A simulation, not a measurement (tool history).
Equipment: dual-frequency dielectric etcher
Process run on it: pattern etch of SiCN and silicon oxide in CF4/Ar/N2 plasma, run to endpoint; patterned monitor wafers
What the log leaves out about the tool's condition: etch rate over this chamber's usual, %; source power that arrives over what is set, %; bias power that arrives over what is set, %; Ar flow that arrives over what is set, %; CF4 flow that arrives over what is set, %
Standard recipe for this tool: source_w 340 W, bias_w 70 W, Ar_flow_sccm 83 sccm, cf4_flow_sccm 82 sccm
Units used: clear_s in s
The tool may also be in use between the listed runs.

run,hour,source_w,bias_w,Ar_flow_sccm,cf4_flow_sccm,wafers since the last listed run,hours since the last wet clean,hours since the last source power generator calibration,hours since the last bias power generator calibration,hours since the last Ar flow controller change,hours since the last CF4 flow controller change,hours since the last upper electrode change,"incoming incoming film thickness, nm",clear_s
1,0.0,340,70,83,82,0,295.5,4391.3,3091.9,4637.6,4414.5,2769.7,9.03,10.7
2,12.3,340,70,83,82,125,307.8,4403.6,3104.2,4649.9,4426.8,2782.0,8.90,10.5
3,31.7,340,70,83,82,198,327.2,4423.0,3123.6,4669.3,4446.2,2801.4,8.95,10.7
4,59.8,340,70,83,82,287,355.3,4451.1,3151.7,4697.4,4474.3,2829.5,9.00,10.7
5,73.2,340,70,83,82,136,368.7,4464.5,3165.1,4710.8,4487.7,2842.9,9.04,10.6
# hour 98.2: bias power generator calibrated
# hour 114.1: source power generator calibrated
# hour 121.3: upper electrode replaced, of another model than before
6,121.8,340,70,83,82,342,417.3,7.7,23.6,4759.4,4536.3,0.5,9.02,10.6
7,138.1,340,75,83,72,166,433.6,24.0,39.9,4775.7,4552.6,16.8,9.08,10.8
# hour 159.7: CF4 flow controller replaced
8,160.2,340,70,99,82,164,455.7,46.1,62.0,4797.8,0.5,38.9,8.99,11.0
9,183.3,410,80,91,92,236,478.8,69.2,85.1,4820.9,23.6,62.0,8.96,9.0
10,204.7,320,80,99,68,218,500.2,90.6,106.5,4842.3,45.0,83.4,9.06,11.3
# hour 240.5: wet clean of the chamber
11,241.0,340,70,92,82,125,0.5,126.9,142.8,4878.6,81.3,119.7,9.04,11.3
12,257.5,390,70,83,82,168,17.0,143.4,159.3,4895.1,97.8,136.2,9.03,10.4
13,281.0,380,70,70,77,240,40.5,166.9,182.8,4918.6,121.3,159.7,9.06,10.4
# hour 304.9: Ar flow controller replaced
14,305.4,340,57,83,82,188,64.9,191.3,207.2,0.5,145.7,184.1,9.00,11.3
15,336.0,340,56,83,82,312,95.5,221.9,237.8,31.1,176.3,214.7,8.95,11.3
16,354.9,370,70,83,82,193,114.4,240.8,256.7,50.0,195.2,233.6,9.05,10.6
17,371.7,340,70,92,82,171,131.2,257.6,273.5,66.8,212.0,250.4,8.99,11.2
18,392.5,340,70,95,82,212,152.0,278.4,294.3,87.6,232.8,271.2,8.94,11.1
19,406.4,290,70,83,82,142,165.9,292.3,308.2,101.5,246.7,285.1,9.03,11.8
20,423.1,340,70,83,82,170,182.6,309.0,324.9,118.2,263.4,301.8,8.97,10.9
21,439.3,410,63,97,64,165,198.8,325.2,341.1,134.4,279.6,318.0,9.01,10.5

Run 22, settings as shown, results not yet in. Your forecast:
22,470.0,340,70,83,82,313,229.5,355.9,371.8,165.1,310.3,348.7,9.03,?

clear_s: 10.8 s
Minus the tool's unlogged condition, the same run would have read clear_s 11.0 s.

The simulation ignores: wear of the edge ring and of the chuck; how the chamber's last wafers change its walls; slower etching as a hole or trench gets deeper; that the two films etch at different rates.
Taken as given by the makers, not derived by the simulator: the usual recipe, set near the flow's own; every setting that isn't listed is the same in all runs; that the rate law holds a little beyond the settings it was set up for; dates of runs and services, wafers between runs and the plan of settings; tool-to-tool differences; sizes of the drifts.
